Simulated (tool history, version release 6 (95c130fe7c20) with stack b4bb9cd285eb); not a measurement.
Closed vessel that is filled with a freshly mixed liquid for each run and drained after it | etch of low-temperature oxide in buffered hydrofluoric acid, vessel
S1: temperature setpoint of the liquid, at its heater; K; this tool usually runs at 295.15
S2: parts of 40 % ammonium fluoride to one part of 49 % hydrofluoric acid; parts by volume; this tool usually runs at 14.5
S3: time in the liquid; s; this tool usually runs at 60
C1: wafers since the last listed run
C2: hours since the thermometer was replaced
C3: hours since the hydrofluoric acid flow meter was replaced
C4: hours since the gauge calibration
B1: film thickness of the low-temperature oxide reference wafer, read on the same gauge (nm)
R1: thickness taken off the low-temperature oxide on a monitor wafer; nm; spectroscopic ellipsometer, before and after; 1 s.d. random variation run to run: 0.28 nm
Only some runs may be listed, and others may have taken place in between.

run	day	S1	S2	S3	C1	C2	C3	C4	B1	R1
1	0.000	295.15	14.5	60	0	1156.2	917.4	759.6	89.98	74.11
2	2.767	295.15	14.5	60	7479	1222.6	983.8	826.0	90.01	74.51
3	4.838	299.15	14.5	60	5598	1272.3	1033.5	875.7	90.00	92.52
4	9.229	299.15	14.5	60	11872	1377.7	1138.9	981.1	89.99	92.07
# day 10.462: thermometer replaced
5	13.425	299.15	14.5	60	11230	71.1	1239.6	1081.8	89.99	92.14
6	16.292	295.15	14.5	60	7749	139.9	1308.4	1150.6	90.02	74.08
7	23.383	295.15	14.5	60	19171	310.1	1478.6	1320.8	89.98	73.64
8	25.371	295.15	14.5	60	5372	357.8	1526.3	1368.5	90.00	73.86
# day 28.117: gauge calibrated
9	28.446	295.15	12.5	60	8312	431.6	1600.1	7.9	89.99	85.09
10	32.858	295.15	12.5	60	11928	537.5	1706.0	113.8	90.00	84.88
# day 33.517: hydrofluoric acid flow meter replaced
11	37.071	295.15	12.5	60	11275	638.6	85.3	214.9	89.99	86.98
12	39.912	295.15	14.5	60	7681	706.8	153.5	283.1	90.00	75.60
13	42.842	295.15	14.5	60	7918	777.1	223.8	353.4	90.00	75.66
14	44.492	299.15	11.5	90	4460	816.7	263.4	393.0	90.01	177.34
15	47.446	291.65	8.5	60	7986	887.6	334.3	463.9	89.99	101.71
16	49.246	295.15	14.5	60	4865	930.8	377.5	507.1	90.00	75.33
17	52.142	290.15	14.5	60	7828	1000.3	447.0	576.6	90.01	56.61
18	56.179	295.15	14.5	75	10914	1097.2	543.9	673.5	89.99	93.55
19	59.267	299.15	17.5	70	8346	1171.3	618.0	747.6	90.00	90.75
20	62.050	299.15	18.0	60	7524	1238.1	684.8	814.4	90.00	75.48
# day 62.762: thermometer replaced
21	63.746	295.15	19.0	35	4471	23.6	725.5	855.1	89.99	33.29
22	65.404	290.65	11.5	35	4483	63.4	765.3	894.9	90.00	42.19
23	69.333	290.65	14.5	85	10621	157.7	859.6	989.2	90.01	81.90
24	71.817	297.65	18.5	50	6713	217.3	919.2	1048.8	89.98	56.07
25	75.200	295.15	14.5	60	9146	298.5	1000.4	1130.0	90.02	74.19
# day 78.704: gauge calibrated
26	79.208	290.65	14.5	85	10835	394.7	1096.6	12.1	90.00	81.54
27	90.071	291.65	11.5	40	29364	655.4	1357.3	272.8	90.00	50.67

For some of the steps in R1 from one run to the next: how much would appear even if the tool had no hidden state, given the settings, what came in and random variation, and how much remains for the hidden state plus any gauge scatter that the measured result and the result without hidden state don't share?
The tool's hidden condition here consists of: liquid colder than its thermometer reads (K); hydrofluoric acid flow below the setpoint (%); gauge reads high (%).
Run 10 -> 11: hydrofluoric acid flow meter replaced. R1 +2.10 nm: hidden state +3.02, all else -0.92.
Run 13 -> 14: S1 295.15 -> 299.15, S2 14.5 -> 11.5, S3 60 -> 90. R1 +101.68 nm: hidden state -1.34, all else +103.02.
Run 14 -> 15: S1 299.15 -> 291.65, S2 11.5 -> 8.5, S3 90 -> 60. R1 -75.63 nm: hidden state +0.61, all else -76.24.
